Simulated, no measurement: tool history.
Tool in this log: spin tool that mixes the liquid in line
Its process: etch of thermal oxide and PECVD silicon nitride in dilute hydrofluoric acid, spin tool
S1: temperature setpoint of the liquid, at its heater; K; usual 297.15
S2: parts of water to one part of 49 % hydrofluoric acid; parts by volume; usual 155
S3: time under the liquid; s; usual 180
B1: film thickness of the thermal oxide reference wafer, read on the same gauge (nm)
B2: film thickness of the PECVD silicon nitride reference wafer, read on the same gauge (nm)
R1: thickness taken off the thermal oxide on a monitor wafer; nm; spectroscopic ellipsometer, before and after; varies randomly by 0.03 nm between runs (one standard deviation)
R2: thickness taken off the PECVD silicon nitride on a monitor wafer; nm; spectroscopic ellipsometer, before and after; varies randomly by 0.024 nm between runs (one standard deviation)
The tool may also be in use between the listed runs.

{"run": 1, "hour": 0.0, "S1": 297.15, "S2": 155, "S3": 180, "B1": 79.98, "B2": 30.06, "R1": 5.3, "R2": 4.49}
{"run": 2, "hour": 72.9, "S1": 297.15, "S2": 155, "S3": 180, "B1": 79.99, "B2": 29.97, "R1": 5.23, "R2": 4.52}
{"run": 3, "hour": 169.7, "S1": 297.15, "S2": 155, "S3": 255, "B1": 79.99, "B2": 29.97, "R1": 7.49, "R2": 6.36}
{"run": 4, "hour": 460.5, "S1": 297.15, "S2": 155, "S3": 255, "B1": 80.03, "B2": 30.01, "R1": 7.39, "R2": 6.27}
{"run": 5, "hour": 591.9, "S1": 297.15, "S2": 155, "S3": 255, "B1": 79.98, "B2": 30.03, "R1": 7.33, "R2": 6.3}
{"run": 6, "hour": 632.0, "S1": 297.15, "S2": 155, "S3": 180, "B1": 79.97, "B2": 30.01, "R1": 5.22, "R2": 4.46}
{"run": 7, "hour": 723.7, "S1": 297.15, "S2": 155, "S3": 180, "B1": 80.02, "B2": 30.04, "R1": 5.16, "R2": 4.4}
{"hour": 728.2, "done": "gauge calibrated"}
{"hour": 760.9, "done": "thermometer replaced"}
{"run": 8, "hour": 822.6, "S1": 297.15, "S2": 155, "S3": 180, "B1": 80.01, "B2": 29.98, "R1": 5.1, "R2": 4.4}
{"run": 9, "hour": 1042.1, "S1": 298.65, "S2": 125, "S3": 90, "B1": 80.01, "B2": 30, "R1": 3.44, "R2": 2.98}
{"hour": 1063.6, "done": "hydrofluoric acid flow meter replaced"}
{"run": 10, "hour": 1114.9, "S1": 297.15, "S2": 155, "S3": 235, "B1": 80, "B2": 30.02, "R1": 7.23, "R2": 6.11}
{"run": 11, "hour": 1194.7, "S1": 297.15, "S2": 155, "S3": 235, "B1": 80.02, "B2": 30.04, "R1": 7.17, "R2": 6.12}
{"run": 12, "hour": 1301.2, "S1": 297.15, "S2": 130, "S3": 130, "B1": 80.03, "B2": 29.99, "R1": 4.85, "R2": 3.98}
{"run": 13, "hour": 1380.7, "S1": 292.15, "S2": 195, "S3": 180, "B1": 80.01, "B2": 30.03, "R1": 3.48, "R2": 2.64}
{"run": 14, "hour": 1440.1, "S1": 297.15, "S2": 130, "S3": 255, "B1": 79.99, "B2": 29.98, "R1": 9.49, "R2": 7.87}

For run 15, what comes out?
{"run": 15, "hour": 1513.6, "S1": 297.15, "S2": 130, "S3": 130, "B1": "?", "B2": "?", "R1": "?", "R2": "?"}

{"run 15": {"B1": 79.99, "B2": 30, "R1": 4.86, "R2": 3.99}}
Without the tool's hidden state the same run would have given R1 4.97 nm, R2 4.07 nm.

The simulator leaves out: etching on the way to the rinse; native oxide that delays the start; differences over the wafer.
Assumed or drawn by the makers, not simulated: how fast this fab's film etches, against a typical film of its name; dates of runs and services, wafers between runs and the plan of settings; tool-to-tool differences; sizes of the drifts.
